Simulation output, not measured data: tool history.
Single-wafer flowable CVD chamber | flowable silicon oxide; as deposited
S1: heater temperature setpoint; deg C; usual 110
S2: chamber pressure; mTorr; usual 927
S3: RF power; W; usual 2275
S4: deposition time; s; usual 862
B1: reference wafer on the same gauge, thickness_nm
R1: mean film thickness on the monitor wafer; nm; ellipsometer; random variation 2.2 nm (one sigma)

| run | day | S1 | S2 | S3 | S4 | B1 | R1 |
|---|---|---|---|---|---|---|---|
| 1 | 0 | 110 | 927 | 2275 | 862 | 418.04 | 488.613 |
| 2 | 1.746 | 110 | 927 | 2275 | 862 | 418.036 | 487.01 |
| 3 | 2.933 | 110 | 927 | 2275 | 862 | 418.182 | 488.473 |
| 4 | 4.429 | 110 | 927 | 2275 | 862 | 418.291 | 486.092 |
| 5 | 7.179 | 110 | 927 | 2275 | 862 | 417.754 | 488.971 |
| 6 | 10.012 | 110 | 927 | 2275 | 862 | 418.011 | 494.152 |
| 7 | 12.446 | 110 | 927 | 2275 | 862 | 418.485 | 493.446 |
| 8 | 14.258 | 110 | 927 | 2275 | 862 | 417.77 | 492.443 |
|  | 14.592 | RF generator calibrated |
|  | 15.929 | capacitance manometer re-zeroed and calibrated |
|  | 16.342 | thermocouple changed; heater temperature recalibrated |
| 9 | 17.133 | 110 | 927 | 2275 | 862 | 417.903 | 479.612 |
| 10 | 19.683 | 110 | 927 | 2275 | 862 | 418.033 | 482.231 |
| 11 | 22.217 | 110 | 927 | 2275 | 862 | 418.121 | 484.823 |
| 12 | 27.588 | 100 | 1127 | 2460 | 862 | 418.011 | 814.845 |
|  | 29.646 | showerhead replaced |
| 13 | 29.667 | 98 | 1157 | 2665 | 937 | 418.169 | 978.6 |
| 14 | 31.929 | 110 | 1066 | 2680 | 781 | 418.159 | 508.389 |
|  | 33.221 | gauge calibrated |
| 15 | 33.404 | 110 | 1151 | 2275 | 769 | 417.698 | 531.205 |
| 16 | 35.708 | 104 | 822 | 2275 | 764 | 418.052 | 466.518 |
| 17 | 37.988 | 110 | 927 | 2275 | 862 | 418.003 | 481.523 |
| 18 | 40.412 | 105 | 927 | 2275 | 862 | 418.106 | 571.635 |
| 19 | 43.321 | 110 | 781 | 1905 | 862 | 418.044 | 403.162 |
| 20 | 46.104 | 110 | 927 | 2275 | 862 | 417.609 | 484.521 |
| 21 | 48.283 | 110 | 927 | 2055 | 862 | 417.816 | 480.463 |
| 22 | 50.171 | 110 | 927 | 2275 | 862 | 417.92 | 487.048 |
| 23 | 52.017 | 110 | 927 | 1885 | 862 | 417.538 | 479.385 |
| 24 | 54.721 | 110 | 927 | 2275 | 862 | 417.944 | 490.682 |
| 25 | 56.325 | 110 | 927 | 2275 | 989 | 418.062 | 562.187 |
| 26 | 59.062 | 110 | 927 | 2275 | 862 | 417.534 | 488.652 |
| 27 | 61.083 | 118 | 927 | 2275 | 862 | 417.734 | 380.147 |
| 28 | 63.946 | 100 | 927 | 1970 | 732 | 418.086 | 576.844 |

4 ways to go on from here, each from the tool as it stands after run 28. What would each give?
| A | 63.971 | 110 | 927 | 2275 | 862 | ? | ? |
| B | 63.971 | 102 | 765 | 1910 | 748 | ? | ? |
| C | 63.971 | 122 | 868 | 2275 | 730 | ? | ? |
| D | 63.971 | 110 | 927 | 2005 | 862 | ? | ? |

| run | B1 | R1 |
|---|---|---|
| A | 418.357 | 491.846 |
| B | 418.357 | 454.991 |
| C | 418.357 | 271.673 |
| D | 418.357 | 486.244 |
Without the tool's hidden state the same runs would have given:
| run | R1 |
|---|---|
| A | 480.321 |
| B | 443.774 |
| C | 265.307 |
| D | 474.85 |

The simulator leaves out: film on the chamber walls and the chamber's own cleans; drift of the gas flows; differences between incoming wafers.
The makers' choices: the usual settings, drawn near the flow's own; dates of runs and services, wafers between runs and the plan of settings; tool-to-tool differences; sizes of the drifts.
